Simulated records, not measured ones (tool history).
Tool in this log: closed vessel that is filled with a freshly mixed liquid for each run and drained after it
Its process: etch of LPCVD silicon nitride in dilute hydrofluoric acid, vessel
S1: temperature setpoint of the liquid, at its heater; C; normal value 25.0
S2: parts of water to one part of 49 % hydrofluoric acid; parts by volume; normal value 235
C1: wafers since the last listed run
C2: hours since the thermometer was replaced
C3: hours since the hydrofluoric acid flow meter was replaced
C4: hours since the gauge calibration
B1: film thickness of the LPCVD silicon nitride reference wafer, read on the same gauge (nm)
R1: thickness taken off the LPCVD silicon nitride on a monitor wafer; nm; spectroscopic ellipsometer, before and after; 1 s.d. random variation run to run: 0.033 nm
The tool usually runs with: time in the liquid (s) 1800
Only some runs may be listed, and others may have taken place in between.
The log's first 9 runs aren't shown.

{"run": 10, "hour": 277.9, "S1": 25.0, "S2": 235, "time in the liquid (s)": 1275, "C1": 537, "C2": 1861.8, "C3": 88.6, "C4": 14.4, "B1": 110.055, "R1": 2.495}
{"hour": 297.4, "done": "thermometer replaced"}
{"run": 11, "hour": 306.7, "S1": 25.0, "S2": 235, "time in the liquid (s)": 1275, "C1": 1150, "C2": 9.3, "C3": 117.4, "C4": 43.2, "B1": 110.012, "R1": 2.493}
{"run": 12, "hour": 336.1, "S1": 25.0, "S2": 235, "time in the liquid (s)": 1800, "C1": 1216, "C2": 38.7, "C3": 146.8, "C4": 72.6, "B1": 110.068, "R1": 3.557}
{"run": 13, "hour": 368.7, "S1": 23.0, "S2": 235, "time in the liquid (s)": 1800, "C1": 1348, "C2": 71.3, "C3": 179.4, "C4": 105.2, "B1": 109.975, "R1": 3.111}
{"run": 14, "hour": 384.3, "S1": 26.5, "S2": 235, "time in the liquid (s)": 2450, "C1": 645, "C2": 86.9, "C3": 195.0, "C4": 120.8, "B1": 110.021, "R1": 5.302}
{"run": 15, "hour": 401.8, "S1": 25.0, "S2": 235, "time in the liquid (s)": 1800, "C1": 724, "C2": 104.4, "C3": 212.5, "C4": 138.3, "B1": 110.002, "R1": 3.576}
{"run": 16, "hour": 419.9, "S1": 27.5, "S2": 295, "time in the liquid (s)": 1145, "C1": 748, "C2": 122.5, "C3": 230.6, "C4": 156.4, "B1": 109.973, "R1": 2.081}
{"run": 17, "hour": 440.4, "S1": 21.5, "S2": 145, "time in the liquid (s)": 1800, "C1": 848, "C2": 143.0, "C3": 251.1, "C4": 176.9, "B1": 109.988, "R1": 4.671}
{"run": 18, "hour": 463.0, "S1": 25.0, "S2": 235, "time in the liquid (s)": 2805, "C1": 935, "C2": 165.6, "C3": 273.7, "C4": 199.5, "B1": 109.942, "R1": 5.589}
{"run": 19, "hour": 491.9, "S1": 25.0, "S2": 270, "time in the liquid (s)": 975, "C1": 1195, "C2": 194.5, "C3": 302.6, "C4": 228.4, "B1": 110.0, "R1": 1.685}
{"run": 20, "hour": 511.0, "S1": 25.0, "S2": 235, "time in the liquid (s)": 1800, "C1": 790, "C2": 213.6, "C3": 321.7, "C4": 247.5, "B1": 110.01, "R1": 3.588}
{"run": 21, "hour": 539.0, "S1": 25.0, "S2": 235, "time in the liquid (s)": 1800, "C1": 1158, "C2": 241.6, "C3": 349.7, "C4": 275.5, "B1": 109.955, "R1": 3.575}
{"run": 22, "hour": 555.7, "S1": 22.5, "S2": 235, "time in the liquid (s)": 1800, "C1": 691, "C2": 258.3, "C3": 366.4, "C4": 292.2, "B1": 110.0, "R1": 3.048}
{"run": 23, "hour": 581.9, "S1": 25.0, "S2": 235, "time in the liquid (s)": 1800, "C1": 1084, "C2": 284.5, "C3": 392.6, "C4": 318.4, "B1": 110.035, "R1": 3.61}
{"run": 24, "hour": 608.6, "S1": 27.5, "S2": 235, "time in the liquid (s)": 1800, "C1": 1104, "C2": 311.2, "C3": 419.3, "C4": 345.1, "B1": 110.029, "R1": 4.204}
{"run": 25, "hour": 623.3, "S1": 28.0, "S2": 325, "time in the liquid (s)": 810, "C1": 608, "C2": 325.9, "C3": 434.0, "C4": 359.8, "B1": 110.023, "R1": 1.392}
{"run": 26, "hour": 644.6, "S1": 25.0, "S2": 235, "time in the liquid (s)": 1800, "C1": 881, "C2": 347.2, "C3": 455.3, "C4": 381.1, "B1": 109.99, "R1": 3.653}
{"run": 27, "hour": 717.5, "S1": 25.0, "S2": 235, "time in the liquid (s)": 1800, "C1": 3016, "C2": 420.1, "C3": 528.2, "C4": 454.0, "B1": 110.045, "R1": 3.634}
{"run": 28, "hour": 736.7, "S1": 20.5, "S2": 235, "time in the liquid (s)": 2495, "C1": 794, "C2": 439.3, "C3": 547.4, "C4": 473.2, "B1": 109.985, "R1": 3.809}
{"hour": 744.9, "done": "hydrofluoric acid flow meter replaced"}
{"run": 29, "hour": 750.1, "S1": 20.5, "S2": 180, "time in the liquid (s)": 2820, "C1": 513, "C2": 452.7, "C3": 5.2, "C4": 486.6, "B1": 109.997, "R1": 5.381}
{"run": 30, "hour": 773.5, "S1": 20.5, "S2": 350, "time in the liquid (s)": 890, "C1": 968, "C2": 476.1, "C3": 28.6, "C4": 510.0, "B1": 109.935, "R1": 0.889}
{"run": 31, "hour": 793.8, "S1": 28.0, "S2": 125, "time in the liquid (s)": 905, "C1": 840, "C2": 496.4, "C3": 48.9, "C4": 530.3, "B1": 110.009, "R1": 4.059}

Branching from run 31: 5 alternative next runs. What would each branch give?
{"run": "A", "hour": 794.9, "S1": 25.0, "S2": 235, "time in the liquid (s)": 1800, "C1": 45, "C2": 497.5, "C3": 50.0, "C4": 531.4, "B1": "?", "R1": "?"}
{"run": "B", "hour": 794.9, "S1": 23.5, "S2": 235, "time in the liquid (s)": 2390, "C1": 45, "C2": 497.5, "C3": 50.0, "C4": 531.4, "B1": "?", "R1": "?"}
{"run": "C", "hour": 794.9, "S1": 21.0, "S2": 295, "time in the liquid (s)": 1320, "C1": 45, "C2": 497.5, "C3": 50.0, "C4": 531.4, "B1": "?", "R1": "?"}
{"run": "D", "hour": 794.9, "S1": 27.5, "S2": 335, "time in the liquid (s)": 2800, "C1": 45, "C2": 497.5, "C3": 50.0, "C4": 531.4, "B1": "?", "R1": "?"}
{"run": "E", "hour": 794.9, "S1": 29.5, "S2": 235, "time in the liquid (s)": 1280, "C1": 45, "C2": 497.5, "C3": 50.0, "C4": 531.4, "B1": "?", "R1": "?"}

run=A B1=109.968 R1=3.524
run=B B1=109.968 R1=4.262
run=C B1=109.968 R1=1.609
run=D B1=109.968 R1=4.462
run=E B1=109.968 R1=3.291
What these runs would have given with no unlogged condition in the tool:
run=A R1=3.508
run=B R1=4.242
run=C R1=1.602
run=D R1=4.441
run=E R1=3.275
